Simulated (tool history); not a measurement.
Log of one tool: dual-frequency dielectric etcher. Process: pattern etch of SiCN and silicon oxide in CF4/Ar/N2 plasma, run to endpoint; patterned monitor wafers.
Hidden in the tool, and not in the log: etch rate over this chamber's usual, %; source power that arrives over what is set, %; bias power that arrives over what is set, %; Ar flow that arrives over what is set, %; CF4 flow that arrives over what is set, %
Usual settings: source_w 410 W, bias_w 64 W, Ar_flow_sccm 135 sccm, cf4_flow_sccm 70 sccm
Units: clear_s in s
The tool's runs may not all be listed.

run,hour,source_w,bias_w,Ar_flow_sccm,cf4_flow_sccm,wafers since the last listed run,hours since the last wet clean,hours since the last source power generator calibration,hours since the last bias power generator calibration,hours since the last Ar flow controller change,hours since the last CF4 flow controller change,hours since the last upper electrode change,"incoming incoming film thickness, nm",clear_s
1,0,410,64,135,70,0,350.9,2241.3,2917.9,4749.9,2245.7,4729.1,15.71,20.9
2,64,410,64,123,70,600,414.9,2305.3,2981.9,4813.9,2309.7,4793.1,15.63,20
3,101,410,64,123,70,347,451.9,2342.3,3018.9,4850.9,2346.7,4830.1,15.72,20.2
# hour 152.6: wet clean of the chamber
4,153.1,370,64,135,70,263,0.5,2394.4,3071,4903,2398.8,4882.2,15.66,23.2
5,189.2,370,64,135,70,338,36.6,2430.5,3107.1,4939.1,2434.9,4918.3,15.67,23
6,219.9,370,64,135,70,288,67.3,2461.2,3137.8,4969.8,2465.6,4949,15.77,23.2
# hour 244.1: source power generator calibrated
7,271,410,64,135,70,441,118.4,26.9,3188.9,5020.9,2516.7,5000.1,15.79,22
8,319.8,410,64,135,70,457,167.2,75.7,3237.7,5069.7,2565.5,5048.9,15.68,21.7
9,363.2,410,64,135,70,407,210.6,119.1,3281.1,5113.1,2608.9,5092.3,15.67,21.5
10,418.1,480,64,135,70,515,265.5,174,3336,5168,2663.8,5147.2,15.74,19
# hour 439: bias power generator calibrated
11,478.7,410,64,135,70,531,326.1,234.6,39.7,5228.6,2724.4,5207.8,15.65,21.2
# hour 512.7: CF4 flow controller replaced
12,513.2,410,55,135,65,267,360.6,269.1,74.2,5263.1,0.5,5242.3,15.61,22.3
13,545.5,410,64,135,70,303,392.9,301.4,106.5,5295.4,32.8,5274.6,15.8,21.2
# hour 586.3: Ar flow controller replaced
14,597.4,370,68,163,63,430,444.8,353.3,158.4,11.1,84.7,5326.5,15.63,23.7
# hour 629.1: upper electrode replaced
15,629.6,410,64,135,70,76,477,385.5,190.6,43.3,116.9,0.5,15.75,21
16,659.5,410,64,123,70,280,506.9,415.4,220.5,73.2,146.8,30.4,15.8,20.7
# hour 706.5: wet clean of the chamber
17,726.5,410,77,135,65,403,20,482.4,287.5,140.2,213.8,97.4,15.73,21.2
18,777.3,350,64,135,70,476,70.8,533.2,338.3,191,264.6,148.2,15.78,24.8
19,869.7,410,64,135,76,866,163.2,625.6,430.7,283.4,357,240.6,15.81,21.3
20,919.1,450,64,102,70,463,212.6,675,480.1,332.8,406.4,290,15.76,18.8
21,953.6,410,64,135,70,323,247.1,709.5,514.6,367.3,440.9,324.5,15.68,21.5
22,1009.8,410,72,135,70,527,303.3,765.7,570.8,423.5,497.1,380.7,15.59,20.5
23,1062,410,64,135,54,489,355.5,817.9,623,475.7,549.3,432.9,15.61,22.2

How the hidden state differs across the entries between the runs, from the last listed run before each to the first after it:
Between runs 3 and 4: wet clean of the chamber (hour 152.6)
  etch rate over this chamber's usual, %: 4.8 -> 0.672; source power that arrives over what is set, %: 4.75 -> 4.77
  measured less the result without the state, clear_s: -1.8 -> -1.1 s
Between runs 6 and 7: source power generator calibrated (hour 244.1)
  etch rate over this chamber's usual, %: 1.29 -> 1.76; source power that arrives over what is set, %: 4.8 -> 0.121
  measured less the result without the state, clear_s: -1.2 -> -0.4 s
Between runs 10 and 11: bias power generator calibrated (hour 439)
  etch rate over this chamber's usual, %: 3.12 -> 3.68; source power that arrives over what is set, %: 0.939 -> 1.24
  measured less the result without the state, clear_s: -0.7 -> -1 s
Between runs 11 and 12: CF4 flow controller replaced (hour 512.7)
  etch rate over this chamber's usual, %: 3.68 -> 4; source power that arrives over what is set, %: 1.24 -> 1.4
  measured less the result without the state, clear_s: -1 -> -1.2 s
Between runs 13 and 14: Ar flow controller replaced (hour 586.3)
  etch rate over this chamber's usual, %: 4.3 -> 4.78; source power that arrives over what is set, %: 1.54 -> 1.76
  measured less the result without the state, clear_s: -1.2 -> -1.5 s
Between runs 14 and 15: upper electrode replaced (hour 629.1)
  etch rate over this chamber's usual, %: 4.78 -> 5.08; source power that arrives over what is set, %: 1.76 -> 1.89
  measured less the result without the state, clear_s: -1.5 -> -1.4 s
Between runs 16 and 17: wet clean of the chamber (hour 706.5)
  etch rate over this chamber's usual, %: 5.35 -> 0.123; source power that arrives over what is set, %: 2.01 -> 2.25
  measured less the result without the state, clear_s: -1.4 -> -0.4 s
